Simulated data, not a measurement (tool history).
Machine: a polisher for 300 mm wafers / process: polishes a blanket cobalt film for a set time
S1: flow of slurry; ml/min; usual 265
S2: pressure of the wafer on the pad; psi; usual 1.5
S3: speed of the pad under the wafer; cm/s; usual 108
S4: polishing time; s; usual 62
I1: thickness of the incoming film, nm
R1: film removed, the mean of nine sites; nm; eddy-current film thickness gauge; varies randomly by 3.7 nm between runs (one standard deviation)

Run 1, hour 0.0: usual settings but S1 240 ml/min; I1 1307.4. Result: R1 233.8 nm.
Run 2, hour 9.8: usual settings but S1 240 ml/min; I1 1290.2. Result: R1 232.5 nm.
Run 3, hour 18.1: usual settings; I1 1295.4. Result: R1 240.9 nm.
Run 4, hour 26.8: usual settings; I1 1309.0. Result: R1 235.4 nm.
At hour 45.1: worn pad replaced by a new one.
Run 5, hour 45.6: usual settings but S2 1.2 psi; I1 1333.4. Result: R1 226.8 nm.
Run 6, hour 55.6: usual settings but S2 1.2 psi; I1 1338.4. Result: R1 218.2 nm.
Run 7, hour 62.7: usual settings but S2 1.2 psi; I1 1300.0. Result: R1 221.0 nm.
Run 8, hour 72.1: usual settings; I1 1319.7. Result: R1 248.1 nm.
Run 9, hour 82.7: usual settings; I1 1301.2. Result: R1 247.0 nm.
Run 10, hour 92.4: usual settings; I1 1307.3. Result: R1 244.2 nm.
Run 11, hour 109.8: usual settings but S2 1.8 psi; I1 1294.8. Result: R1 285.5 nm.
Run 12, hour 115.8: usual settings but S2 1.8 psi; I1 1295.2. Result: R1 281.5 nm.
Run 13, hour 130.5: usual settings but S2 1.8 psi; I1 1317.7. Result: R1 278.4 nm.
Run 14, hour 143.4: usual settings but S1 200 ml/min; I1 1282.1. Result: R1 235.0 nm.
Run 15, hour 156.5: usual settings but S1 200 ml/min; I1 1305.4. Result: R1 231.4 nm.
Run 16, hour 170.2: usual settings but S1 200 ml/min; I1 1336.1. Result: R1 229.9 nm.
At hour 173.2: slurry nozzle cleaned.
Run 17, hour 185.4: usual settings but S3 136 cm/s, S4 51 s; I1 1318.9. Result: R1 227.2 nm.
Run 18, hour 211.8: usual settings; I1 1327.8. Result: R1 237.4 nm.
Run 19, hour 220.8: usual settings but S2 1.8 psi, S4 82 s; I1 1308.2. Result: R1 360.6 nm.
At hour 232.4: worn pad replaced by a new one.
Run 20, hour 232.9: usual settings but S1 300 ml/min; I1 1311.5. Result: R1 269.8 nm.
Run 21, hour 240.1: usual settings but S3 136 cm/s, S4 51 s; I1 1309.0. Result: R1 255.5 nm.
Run 22, hour 254.1: usual settings but S1 345 ml/min, S2 1.7 psi, S4 43 s; I1 1312.1. Result: R1 197.3 nm.
Run 23, hour 265.7: usual settings; I1 1331.8. Result: R1 253.6 nm.
At hour 276.0: head pressure recalibrated.
Run 24, hour 290.4: usual settings but S1 345 ml/min, S2 2.0 psi, S3 122 cm/s, S4 72 s; I1 1322.9. Result: R1 396.9 nm.
Run 25, hour 298.4: usual settings; I1 1306.6. Result: R1 237.0 nm.
Run 26, hour 307.2: usual settings but S3 146 cm/s; I1 1333.1. Result: R1 294.5 nm.
Run 27, hour 315.5: usual settings but S1 340 ml/min, S2 1.6 psi, S3 118 cm/s, S4 70 s; I1 1319.0. Result: R1 301.7 nm.
Run 28, hour 325.4: usual settings; I1 1306.5. Result: R1 236.5 nm.
Run 29, hour 341.1: usual settings but S2 1.9 psi; I1 1312.8. Result: R1 285.2 nm.
Run 30, hour 350.3: usual settings but S2 2.0 psi, S3 142 cm/s, S4 82 s; I1 1323.3. Result: R1 476.9 nm.
Run 31, hour 361.1: usual settings but S2 1.1 psi, S3 78 cm/s, S4 72 s; I1 1316.9. Result: R1 174.4 nm.
At hour 375.0: worn pad replaced by a new one.
Run 32, hour 377.8: usual settings but S4 56 s; I1 1322.9. Result: R1 237.9 nm.
Run 33, hour 387.6: usual settings but S1 190 ml/min; I1 1338.1. Result: R1 253.5 nm.
Run 34, hour 394.9: usual settings but S4 56 s; I1 1301.1. Result: R1 230.0 nm.
Run 35, hour 406.3: usual settings but S4 74 s; I1 1310.0. Result: R1 298.9 nm.
Run 36, hour 423.4: usual settings but S4 46 s; I1 1312.5. Result: R1 185.0 nm.

Pick out some run-to-run changes in R1. Of each, how much would a tool without hidden state show as well, from the settings, what came in and chance, and how much is left for the hidden state and any gauge scatter not in both results compared?
The tool's hidden condition here consists of: removal rate lost through wear of the pad, %; slurry flow missing at the pad, %; deviation of the head's pressure from its setpoint, %.
Run 4 -> 5: S2 1.5 -> 1.2, worn pad replaced by a new one. R1 -8.6 nm: hidden state +33.7, all else -42.3.
Run 19 -> 20: S1 265 -> 300, S2 1.8 -> 1.5, S4 82 -> 62, worn pad replaced by a new one. R1 -90.8 nm: hidden state +51.1, all else -141.9.
Run 24 -> 25: S1 345 -> 265, S2 2.0 -> 1.5, S3 122 -> 108, S4 72 -> 62. R1 -159.9 nm: hidden state +13.3, all else -173.2.
Run 29 -> 30: S2 1.9 -> 2.0, S3 108 -> 142, S4 62 -> 82. R1 +191.7 nm: hidden state -25.9, all else +217.6.
Run 30 -> 31: S2 2.0 -> 1.1, S3 142 -> 78, S4 82 -> 72. R1 -302.5 nm: hidden state +38.7, all else -341.2.
